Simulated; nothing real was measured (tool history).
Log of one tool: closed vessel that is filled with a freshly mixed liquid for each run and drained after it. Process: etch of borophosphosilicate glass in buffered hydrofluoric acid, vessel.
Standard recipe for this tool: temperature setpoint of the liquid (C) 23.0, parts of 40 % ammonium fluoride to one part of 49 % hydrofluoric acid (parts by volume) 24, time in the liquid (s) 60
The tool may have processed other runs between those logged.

run   hour  temperature setpoint of the liquid (C)  parts of 40 % ammonium fluoride to one part of 49 % hydrofluoric acid (parts by volume)  time in the liquid (s)  wafers since the last listed run  hours since the thermometer was replaced  hours since the hydrofluoric acid flow meter was replaced  hours since the gauge calibration  read-back film thickness of the borophosphosilicate glass reference wafer, read on the same gauge (nm)  thickness taken off the borophosphosilicate glass on a monitor wafer (Å)
  1    0.0                                    23.0                                                                                       24                      60                                 0                                     427.5                                                     1338.4                              397.6                                                                                                   49.99                                                                     754.8
  2   62.0                                    23.0                                                                                       24                      60                              4210                                     489.5                                                     1400.4                              459.6                                                                                                   50.00                                                                     752.4
  3  262.3                                    23.0                                                                                       24                      60                             13603                                     689.8                                                     1600.7                              659.9                                                                                                   49.99                                                                     754.2
  4  318.1                                    23.0                                                                                       30                      60                              3789                                     745.6                                                     1656.5                              715.7                                                                                                   49.97                                                                     643.5
  5  347.9                                    23.0                                                                                       30                      60                              2023                                     775.4                                                     1686.3                              745.5                                                                                                   49.99                                                                     643.7
  6  391.9                                    23.0                                                                                       30                      60                              2988                                     819.4                                                     1730.3                              789.5                                                                                                   50.02                                                                     646.0
     510.2  -- thermometer replaced
  7  515.3                                    24.0                                                                                       30                      60                              8313                                       5.1                                                     1853.7                              912.9                                                                                                   50.00                                                                     681.6
  8  569.3                                    23.0                                                                                       24                      60                              3667                                      59.1                                                     1907.7                              966.9                                                                                                   50.01                                                                     753.7
     570.7  -- hydrofluoric acid flow meter replaced
  9  607.0                                    23.0                                                                                       24                      60                              2492                                      96.8                                                       36.3                             1004.6                                                                                                   49.99                                                                     754.3
     657.5  -- gauge calibrated
 10  673.7                                    23.0                                                                                       30                      60                              4530                                     163.5                                                      103.0                               16.2                                                                                                   50.00                                                                     642.1
 11  713.1                                    20.0                                                                                       17                      75                              2675                                     202.9                                                      142.4                               55.6                                                                                                   50.01                                                                    1061.1
 12  739.6                                    23.0                                                                                       30                      60                              1799                                     229.4                                                      168.9                               82.1                                                                                                   50.00                                                                     648.8
 13  769.1                                    20.5                                                                                       21                      30                              2003                                     258.9                                                      198.4                              111.6                                                                                                   50.00                                                                     361.7

Run 14, settings as shown, results not yet in. Your forecast:
 14  830.0                                    23.0                                                                                       24                      60                              4136                                     319.8                                                      259.3                              172.5                                                                                                       ?                                                                         ?

read-back film thickness of the borophosphosilicate glass reference wafer, read on the same gauge (nm): 49.99
thickness taken off the borophosphosilicate glass on a monitor wafer (Å): 755.2
The same run, on a tool lacking any hidden state, would have yielded thickness taken off the borophosphosilicate glass on a monitor wafer (Å) 755.2.
